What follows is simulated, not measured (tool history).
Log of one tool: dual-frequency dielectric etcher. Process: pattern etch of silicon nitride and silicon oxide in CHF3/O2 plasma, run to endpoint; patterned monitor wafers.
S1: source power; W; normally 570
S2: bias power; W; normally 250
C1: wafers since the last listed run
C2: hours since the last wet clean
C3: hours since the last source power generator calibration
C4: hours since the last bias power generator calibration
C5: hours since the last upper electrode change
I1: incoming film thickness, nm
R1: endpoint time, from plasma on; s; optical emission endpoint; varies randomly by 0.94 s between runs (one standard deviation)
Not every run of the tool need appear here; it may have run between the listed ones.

run 1 hour=0.0 | S1=630 S2=250 | C1=0 C2=170.1 C3=2269.4 C4=1703.9 C5=3184.9 | I1=213.4 | R1=110.9
run 2 hour=7.6 | S1=570 S2=250 | C1=43 C2=177.7 C3=2277.0 C4=1711.5 C5=3192.5 | I1=213.1 | R1=115.1
run 3 hour=16.1 | S1=570 S2=250 | C1=49 C2=186.2 C3=2285.5 C4=1720.0 C5=3201.0 | I1=213.9 | R1=116.3
run 4 hour=29.4 | S1=570 S2=250 | C1=76 C2=199.5 C3=2298.8 C4=1733.3 C5=3214.3 | I1=214.5 | R1=116.9
run 5 hour=42.8 | S1=570 S2=250 | C1=77 C2=212.9 C3=2312.2 C4=1746.7 C5=3227.7 | I1=214.8 | R1=116.9
run 6 hour=79.4 | S1=570 S2=205 | C1=211 C2=249.5 C3=2348.8 C4=1783.3 C5=3264.3 | I1=214.1 | R1=120.6
run 7 hour=95.3 | S1=570 S2=205 | C1=92 C2=265.4 C3=2364.7 C4=1799.2 C5=3280.2 | I1=214.5 | R1=120.6
run 8 hour=134.1 | S1=570 S2=205 | C1=224 C2=304.2 C3=2403.5 C4=1838.0 C5=3319.0 | I1=215.8 | R1=122.6
run 9 hour=141.1 | S1=490 S2=250 | C1=40 C2=311.2 C3=2410.5 C4=1845.0 C5=3326.0 | I1=216.7 | R1=124.9
run 10 hour=150.1 | S1=600 S2=275 | C1=52 C2=320.2 C3=2419.5 C4=1854.0 C5=3335.0 | I1=213.8 | R1=113.6
run 11 hour=157.4 | S1=570 S2=250 | C1=42 C2=327.5 C3=2426.8 C4=1861.3 C5=3342.3 | I1=211.5 | R1=115.6
run 12 hour=174.5 | S1=570 S2=250 | C1=98 C2=344.6 C3=2443.9 C4=1878.4 C5=3359.4 | I1=214.5 | R1=117.5
run 13 hour=180.7 | S1=500 S2=250 | C1=35 C2=350.8 C3=2450.1 C4=1884.6 C5=3365.6 | I1=212.9 | R1=122.2
run 14 hour=197.8 | S1=500 S2=250 | C1=98 C2=367.9 C3=2467.2 C4=1901.7 C5=3382.7 | I1=214.6 | R1=122.2
-- hour=220.5 bias power generator calibrated
-- hour=222.7 upper electrode replaced
run 15 hour=223.2 | S1=570 S2=250 | C1=111 C2=393.3 C3=2492.6 C4=2.7 C5=0.5 | I1=215.9 | R1=116.7
run 16 hour=223.5 | S1=570 S2=250 | C1=1 C2=393.6 C3=2492.9 C4=3.0 C5=0.8 | I1=214.2 | R1=116.9
run 17 hour=225.4 | S1=630 S2=231 | C1=10 C2=395.5 C3=2494.8 C4=4.9 C5=2.7 | I1=214.0 | R1=114.0
run 18 hour=235.3 | S1=570 S2=250 | C1=57 C2=405.4 C3=2504.7 C4=14.8 C5=12.6 | I1=216.5 | R1=118.7
run 19 hour=245.5 | S1=680 S2=189 | C1=59 C2=415.6 C3=2514.9 C4=25.0 C5=22.8 | I1=215.2 | R1=114.3
-- hour=271.6 wet clean of the chamber
run 20 hour=272.1 | S1=570 S2=250 | C1=15 C2=0.5 C3=2541.5 C4=51.6 C5=49.4 | I1=212.5 | R1=117.0
run 21 hour=272.5 | S1=570 S2=250 | C1=2 C2=0.9 C3=2541.9 C4=52.0 C5=49.8 | I1=216.0 | R1=115.7
run 22 hour=275.7 | S1=570 S2=250 | C1=18 C2=4.1 C3=2545.1 C4=55.2 C5=53.0 | I1=215.5 | R1=117.3
run 23 hour=289.4 | S1=570 S2=250 | C1=79 C2=17.8 C3=2558.8 C4=68.9 C5=66.7 | I1=214.9 | R1=117.8
-- hour=294.6 source power generator calibrated
run 24 hour=302.0 | S1=660 S2=250 | C1=49 C2=30.4 C3=7.4 C4=81.5 C5=79.3 | I1=215.5 | R1=110.2
run 25 hour=314.8 | S1=460 S2=220 | C1=74 C2=43.2 C3=20.2 C4=94.3 C5=92.1 | I1=212.9 | R1=128.2
run 26 hour=328.2 | S1=620 S2=200 | C1=77 C2=56.6 C3=33.6 C4=107.7 C5=105.5 | I1=212.4 | R1=115.5
run 27 hour=341.3 | S1=570 S2=250 | C1=75 C2=69.7 C3=46.7 C4=120.8 C5=118.6 | I1=215.1 | R1=119.5
run 28 hour=351.9 | S1=570 S2=206 | C1=61 C2=80.3 C3=57.3 C4=131.4 C5=129.2 | I1=213.9 | R1=122.6
run 29 hour=361.8 | S1=640 S2=250 | C1=57 C2=90.2 C3=67.2 C4=141.3 C5=139.1 | I1=215.2 | R1=112.4
run 30 hour=368.8 | S1=670 S2=273 | C1=40 C2=97.2 C3=74.2 C4=148.3 C5=146.1 | I1=215.7 | R1=107.0
run 31 hour=385.3 | S1=530 S2=218 | C1=95 C2=113.7 C3=90.7 C4=164.8 C5=162.6 | I1=213.3 | R1=120.9
run 32 hour=399.7 | S1=570 S2=250 | C1=83 C2=128.1 C3=105.1 C4=179.2 C5=177.0 | I1=213.4 | R1=115.6
run 33 hour=411.8 | S1=700 S2=276 | C1=70 C2=140.2 C3=117.2 C4=191.3 C5=189.1 | I1=216.0 | R1=109.0
run 34 hour=425.7 | S1=570 S2=300 | C1=80 C2=154.1 C3=131.1 C4=205.2 C5=203.0 | I1=214.0 | R1=113.4
run 35 hour=437.0 | S1=480 S2=202 | C1=65 C2=165.4 C3=142.4 C4=216.5 C5=214.3 | I1=213.8 | R1=129.2

Forecast each of these 4 alternatives for the next run:
run A hour=437.5 | S1=570 S2=230 | C1=2 C2=165.9 C3=142.9 C4=217.0 C5=214.8 | I1=215.6 | R1=?
run B hour=437.5 | S1=700 S2=275 | C1=2 C2=165.9 C3=142.9 C4=217.0 C5=214.8 | I1=215.6 | R1=?
run C hour=437.5 | S1=700 S2=201 | C1=2 C2=165.9 C3=142.9 C4=217.0 C5=214.8 | I1=215.6 | R1=?
run D hour=437.5 | S1=570 S2=189 | C1=2 C2=165.9 C3=142.9 C4=217.0 C5=214.8 | I1=215.6 | R1=?

run=A R1=118.5
run=B R1=106.2
run=C R1=111.9
run=D R1=122.2
Take away the tool's hidden state, keep each run's random variation, and the runs would have read:
run=A R1=118.5
run=B R1=106.2
run=C R1=111.9
run=D R1=122.2
